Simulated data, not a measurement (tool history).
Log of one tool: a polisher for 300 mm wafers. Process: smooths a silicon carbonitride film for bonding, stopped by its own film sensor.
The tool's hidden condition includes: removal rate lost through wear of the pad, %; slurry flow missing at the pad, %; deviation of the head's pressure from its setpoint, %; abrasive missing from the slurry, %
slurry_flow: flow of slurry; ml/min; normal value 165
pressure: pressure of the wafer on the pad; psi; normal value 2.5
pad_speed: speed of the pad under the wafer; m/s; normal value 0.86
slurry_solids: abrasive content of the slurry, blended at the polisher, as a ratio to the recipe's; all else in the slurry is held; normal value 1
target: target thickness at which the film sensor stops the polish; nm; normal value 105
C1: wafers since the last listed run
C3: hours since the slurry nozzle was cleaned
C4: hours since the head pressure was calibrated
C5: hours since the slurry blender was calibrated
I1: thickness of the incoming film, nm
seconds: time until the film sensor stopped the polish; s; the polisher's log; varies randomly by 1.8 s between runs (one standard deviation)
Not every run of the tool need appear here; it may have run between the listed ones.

Run 1, day 0: usual settings; C1 0; wafers polished on this pad 1133; C3 198.8; C4 366.9; C5 27; I1 131.9. Result: seconds 120.1 s.
Run 2, day 1.046: usual settings; C1 249; wafers polished on this pad 1383; C3 223.9; C4 392; C5 52.1; I1 129.7. Result: seconds 112.6 s.
Run 3, day 2.138: usual settings but pad_speed 0.68 m/s; C1 260; wafers polished on this pad 1643; C3 250.1; C4 418.2; C5 78.3; I1 132.5. Result: seconds 149.6 s.
Run 4, day 3: usual settings but slurry_flow 200 ml/min, pad_speed 1.06 m/s; C1 205; wafers polished on this pad 1848; C3 270.8; C4 438.9; C5 99; I1 131. Result: seconds 102.4 s.
Run 5, day 4.192: usual settings but slurry_flow 200 ml/min, pad_speed 1.06 m/s; C1 284; wafers polished on this pad 2132; C3 299.4; C4 467.5; C5 127.6; I1 130.3. Result: seconds 98.8 s.
Run 6, day 5.462: usual settings but target 110 nm; C1 302; wafers polished on this pad 2435; C3 329.9; C4 498; C5 158.1; I1 130.6. Result: seconds 99.9 s.
At day 5.871: worn pad replaced by a new one.
Run 7, day 6.154: usual settings but pressure 2.1 psi; C1 125; wafers polished on this pad 67; C3 346.5; C4 514.6; C5 174.7; I1 128.3. Result: seconds 131 s.
Run 8, day 6.708: usual settings but pressure 2.1 psi; C1 132; wafers polished on this pad 199; C3 359.8; C4 527.9; C5 188; I1 130.4. Result: seconds 145.4 s.
Run 9, day 9.758: usual settings but slurry_flow 195 ml/min, pressure 2.1 psi, slurry_solids 1.1; C1 726; wafers polished on this pad 926; C3 433; C4 601.1; C5 261.2; I1 129.4. Result: seconds 133.2 s.
At day 10.512: slurry nozzle cleaned.
Run 10, day 10.904: usual settings but pressure 2.1 psi; C1 263; wafers polished on this pad 1189; C3 9.4; C4 628.6; C5 288.7; I1 131.5. Result: seconds 151.8 s.
Run 11, day 12.317: usual settings but pressure 1.9 psi, slurry_solids 0.9; C1 336; wafers polished on this pad 1526; C3 43.3; C4 662.5; C5 322.6; I1 128.5. Result: seconds 153.1 s.
Run 12, day 14.4: usual settings but slurry_flow 110 ml/min, pad_speed 0.98 m/s, slurry_solids 1.1, target 101 nm; C1 496; wafers polished on this pad 2022; C3 93.3; C4 712.5; C5 372.6; I1 131.6. Result: seconds 143 s.
Run 13, day 15.079: usual settings but slurry_flow 215 ml/min, pad_speed 0.6 m/s; C1 161; wafers polished on this pad 2184; C3 109.6; C4 728.8; C5 388.9; I1 129.4. Result: seconds 155.1 s.
Run 14, day 15.679: usual settings but slurry_solids 0.85; C1 143; wafers polished on this pad 2327; C3 124; C4 743.2; C5 403.3; I1 131.1. Result: seconds 132.1 s.
At day 16.329: worn pad replaced by a new one, of another model than before.
At day 16.567: slurry blender recalibrated.
Run 15, day 16.588: usual settings but slurry_solids 0.85, target 96 nm; C1 156; wafers polished on this pad 42; C3 145.8; C4 765; C5 0.5; I1 128.7. Result: seconds 156.6 s.
Run 16, day 18.504: usual settings but slurry_flow 150 ml/min, slurry_solids 1.25; C1 456; wafers polished on this pad 498; C3 191.8; C4 811; C5 46.5; I1 130. Result: seconds 109.8 s.
Run 17, day 19.738: usual settings but slurry_flow 150 ml/min, pad_speed 0.72 m/s, slurry_solids 0.9; C1 293; wafers polished on this pad 792; C3 221.4; C4 840.6; C5 76.1; I1 128.4. Result: seconds 123.4 s.
Run 18, day 21.146: usual settings but pressure 2.8 psi, pad_speed 0.78 m/s, slurry_solids 1.2, target 110 nm; C1 335; wafers polished on this pad 1128; C3 255.2; C4 874.4; C5 109.9; I1 130.5. Result: seconds 91.6 s.
Run 19, day 21.829: usual settings but pressure 3 psi, slurry_solids 0.75, target 101 nm; C1 162; wafers polished on this pad 1291; C3 271.6; C4 890.8; C5 126.3; I1 129.4. Result: seconds 124.8 s.
Run 20, day 23.262: usual settings but pad_speed 0.7 m/s, target 112 nm; C1 341; wafers polished on this pad 1633; C3 306; C4 925.2; C5 160.7; I1 129.4. Result: seconds 92.1 s.
At day 24.692: head pressure recalibrated.
Run 21, day 24.883: usual settings but slurry_flow 125 ml/min; C1 366; wafers polished on this pad 1999; C3 344.9; C4 4.6; C5 199.6; I1 129.7. Result: seconds 122 s.
Run 22, day 25.679: usual settings; C1 189; wafers polished on this pad 2189; C3 364; C4 23.7; C5 218.7; I1 130.3. Result: seconds 120 s.
At day 26.271: worn pad replaced by a new one.
Run 23, day 27.154: usual settings; C1 311; wafers polished on this pad 210; C3 399.4; C4 59.1; C5 254.1; I1 128.7. Result: seconds 112.4 s.
Run 24, day 27.717: usual settings but slurry_flow 110 ml/min, pressure 1.9 psi, pad_speed 0.76 m/s; C1 134; wafers polished on this pad 344; C3 412.9; C4 72.6; C5 267.6; I1 129.2. Result: seconds 150.4 s.
Run 25, day 29.008: usual settings but pressure 3.1 psi, pad_speed 1.16 m/s, slurry_solids 0.85; C1 307; wafers polished on this pad 652; C3 443.9; C4 103.6; C5 298.6; I1 131.8. Result: seconds 103.3 s.
At day 30.112: slurry nozzle cleaned.
Run 26, day 30.379: usual settings but pressure 3 psi, slurry_solids 0.75, target 101 nm; C1 316; wafers polished on this pad 969; C3 6.4; C4 136.5; C5 331.5; I1 127.6. Result: seconds 120.6 s.
Run 27, day 31.317: usual settings but pressure 1.8 psi, pad_speed 0.74 m/s, slurry_solids 1.1, target 113 nm; C1 223; wafers polished on this pad 1192; C3 28.9; C4 159; C5 354; I1 128. Result: seconds 97.2 s.
Run 28, day 32.771: usual settings; C1 346; wafers polished on this pad 1539; C3 63.8; C4 193.9; C5 388.9; I1 128.7. Result: seconds 116.9 s.
Run 29, day 33.667: usual settings but pressure 2 psi; C1 213; wafers polished on this pad 1752; C3 85.3; C4 215.4; C5 410.4; I1 130.6. Result: seconds 148 s.
At day 34.625: worn pad replaced by a new one.
Run 30, day 35.158: usual settings but pressure 2.2 psi, target 98 nm; C1 315; wafers polished on this pad 126; C3 121.1; C4 251.2; C5 446.2; I1 128.3. Result: seconds 163.7 s.

Consider 4 possible next runs. They are alternatives, not a sequence: every one starts from the tool as it was left by run 30. What does each give?
Run A, day 35.175: usual settings; C1 3; wafers polished on this pad 130; C3 121.5; C4 251.6; C5 446.6; I1 131.4. Result: seconds ?.
Run B, day 35.175: usual settings but pad_speed 0.7 m/s, target 102 nm; C1 3; wafers polished on this pad 130; C3 121.5; C4 251.6; C5 446.6; I1 131.4. Result: seconds ?.
Run C, day 35.175: usual settings but slurry_flow 120 ml/min, pressure 3.3 psi, pad_speed 0.72 m/s; C1 3; wafers polished on this pad 130; C3 121.5; C4 251.6; C5 446.6; I1 131.4. Result: seconds ?.
Run D, day 35.175: usual settings but pad_speed 0.62 m/s, slurry_solids 1.1; C1 3; wafers polished on this pad 130; C3 121.5; C4 251.6; C5 446.6; I1 131.4. Result: seconds ?.

run  seconds
  A    128.7
  B    157.6
  C    116.9
  D    145.3
The same runs, with their run-to-run variation unchanged, on a tool lacking any hidden condition would have given:
run  seconds
  A    116.1
  B    142.1
  C    105.4
  D    131.4
